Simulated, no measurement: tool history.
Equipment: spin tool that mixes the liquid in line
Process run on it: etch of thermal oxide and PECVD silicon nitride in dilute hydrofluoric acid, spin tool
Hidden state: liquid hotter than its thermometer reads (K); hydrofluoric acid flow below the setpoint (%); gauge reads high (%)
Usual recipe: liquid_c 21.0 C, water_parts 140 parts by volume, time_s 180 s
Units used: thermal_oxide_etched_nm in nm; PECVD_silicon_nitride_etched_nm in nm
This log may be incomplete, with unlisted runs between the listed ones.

run,hour,liquid_c,water_parts,time_s,wafers since the last listed run,hours since the thermometer was replaced,hours since the hydrofluoric acid flow meter was replaced,hours since the gauge calibration,"read-back film thickness of the thermal oxide reference wafer, read on the same gauge (nm)","read-back film thickness of the PECVD silicon nitride reference wafer, read on the same gauge (nm)",thermal_oxide_etched_nm,PECVD_silicon_nitride_etched_nm
1,0.0,19.5,95,180,0,2261.4,1769.0,1555.4,40.02,70.013,7.91,6.306
2,32.5,19.5,95,180,224,2293.9,1801.5,1587.9,40.00,69.980,8.03,6.367
3,67.9,21.0,140,180,244,2329.3,1836.9,1623.3,40.05,70.013,5.54,4.804
4,107.7,21.0,140,180,275,2369.1,1876.7,1663.1,39.99,69.977,5.48,4.717
# hour 121.4: gauge calibrated
5,156.7,21.0,90,130,338,2418.1,1925.7,35.3,40.00,69.960,6.55,5.349
6,222.6,21.0,140,180,455,2484.0,1991.6,101.2,39.99,69.964,5.43,4.748
7,278.7,21.0,140,180,387,2540.1,2047.7,157.3,40.02,69.950,5.47,4.744
8,310.9,21.0,195,180,222,2572.3,2079.9,189.5,40.00,70.018,3.82,3.450
# hour 360.4: thermometer replaced
# hour 375.5: hydrofluoric acid flow meter replaced
9,377.4,21.0,140,180,445,17.0,1.9,256.0,40.03,70.005,5.51,4.807
10,481.5,19.0,140,180,719,121.1,106.0,360.1,40.03,69.993,5.05,4.169
11,542.4,21.0,140,180,420,182.0,166.9,421.0,39.99,69.978,5.55,4.765
12,602.4,21.0,140,180,414,242.0,226.9,481.0,40.02,70.027,5.57,4.844
13,711.4,21.0,115,265,753,351.0,335.9,590.0,39.96,69.978,10.22,8.647
14,781.2,18.0,140,250,482,420.8,405.7,659.8,40.03,69.992,6.85,5.489
15,842.7,18.0,170,135,425,482.3,467.2,721.3,40.04,70.025,2.95,2.400
16,892.0,19.0,100,150,340,531.6,516.5,770.6,39.98,70.022,6.17,4.726
17,935.9,21.0,140,180,303,575.5,560.4,814.5,40.02,69.951,5.48,4.799
18,984.2,21.0,140,180,333,623.8,608.7,862.8,39.98,69.988,5.47,4.785
19,1044.4,21.0,140,180,416,684.0,668.9,923.0,40.02,69.933,5.55,4.735
20,1085.3,21.0,180,90,282,724.9,709.8,963.9,39.97,70.005,2.05,1.871
21,1126.7,21.0,195,180,286,766.3,751.2,1005.3,39.99,69.980,3.76,3.458
22,1179.5,21.0,95,210,364,819.1,804.0,1058.1,39.99,69.994,9.97,8.126
23,1220.5,19.0,85,260,283,860.1,845.0,1099.1,39.99,69.966,12.85,9.835
24,1289.2,21.0,205,235,474,928.8,913.7,1167.8,39.99,70.002,4.70,4.299
25,1337.1,22.5,160,230,331,976.7,961.6,1215.7,40.04,69.941,6.39,5.878

For each entry between runs, how does the tool's hidden state at the last listed run before it compare with that at the first listed run after it?
From run 4 to run 5: gauge calibrated (hour 121.4)
  both runs share identical hidden conditions
From run 8 to run 9: thermometer replaced (hour 360.4); hydrofluoric acid flow meter replaced (hour 375.5)
  both runs share identical hidden conditions

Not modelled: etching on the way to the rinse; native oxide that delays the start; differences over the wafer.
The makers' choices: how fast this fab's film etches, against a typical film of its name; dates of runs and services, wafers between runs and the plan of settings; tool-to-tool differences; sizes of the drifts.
